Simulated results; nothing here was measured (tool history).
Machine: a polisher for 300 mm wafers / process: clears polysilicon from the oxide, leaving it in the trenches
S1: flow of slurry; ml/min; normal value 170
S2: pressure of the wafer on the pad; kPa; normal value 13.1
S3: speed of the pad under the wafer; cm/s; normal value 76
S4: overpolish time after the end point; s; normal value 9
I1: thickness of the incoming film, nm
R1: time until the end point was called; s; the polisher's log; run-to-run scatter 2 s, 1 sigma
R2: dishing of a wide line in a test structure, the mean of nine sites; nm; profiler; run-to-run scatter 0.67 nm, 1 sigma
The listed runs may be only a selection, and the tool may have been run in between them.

run	day	S1	S2	S3	S4	I1	R1	R2
1	0	170	13.1	76	9	767.1	119	40.3
# day 2.196: slurry nozzle cleaned
# day 5.15: head pressure recalibrated
# day 7.062: worn pad replaced by a new one
2	7.533	170	13.1	76	9	781	119.7	42.2
3	10.221	170	13.1	76	9	780.8	122.5	41
4	11.871	210	11.7	76	9	771.9	128.4	38.6
5	13.55	170	13.1	76	9	770.4	123.6	40.4
6	14.962	170	13.1	92	9	769.1	101.8	45.8
# day 15.679: slurry nozzle cleaned
7	16.729	170	15.2	76	9	769.8	99.4	45.1
# day 19.046: worn pad replaced by a new one
8	19.242	170	15.2	76	9	770.4	101.1	46.2
9	22.121	170	15.2	76	9	773.5	104.3	46.1
10	24.258	170	13.1	64	12	774.4	137.9	44.2
11	26.175	170	13.1	64	12	778.9	142.6	44.8
12	27.621	170	13.1	64	12	765.7	142.9	42.7
# day 29.142: slurry nozzle cleaned
13	30.475	170	13.1	76	9	774.6	113.3	41.7
# day 30.846: worn pad replaced by a new one
14	31.95	170	13.1	76	9	777.3	113.7	41.8
# day 40.258: head pressure recalibrated
15	40.862	170	13.1	84	6	769.6	108.5	32.8
# day 42.238: worn pad replaced by a new one
# day 42.946: slurry nozzle cleaned
16	43.796	200	13.1	56	9	763.9	149.2	34.9
17	46.217	125	15.2	96	9	771.3	81.5	51.6
18	47.283	205	10.3	66	6	780.4	168.4	23.7
19	50.142	170	17.9	88	6	774.7	73.4	44
20	52.462	170	13.1	76	9	770	117.7	41.1
# day 53.354: worn pad replaced by a new one
21	53.808	170	16.5	76	9	767	96.6	47.1
22	55.625	210	11.7	76	9	756	128.6	37.5
# day 56.783: slurry nozzle cleaned
23	57.125	125	8.3	76	9	780.8	196.3	28.6
24	58.346	170	13.1	94	9	766.8	94.1	47.7
25	59.738	170	13.1	76	9	779.7	117.7	41.9
26	61.954	205	15.9	102	5	775.4	72.2	39.1
27	64.725	170	15.2	76	9	778	105.8	46.6

Forecast each of these 3 alternatives for the next run:
A	64.746	205	13.1	76	9	779	?	?
B	64.746	135	13.1	76	9	779	?	?
C	64.746	125	16.5	88	4	779	?	?

run	R1	R2
A	115.2	41.7
B	122.9	39.9
C	85.2	28.7
With no hidden state in the tool, these same runs would have given:
run	R1	R2
A	112	42.5
B	118.3	41
C	81.8	29.6
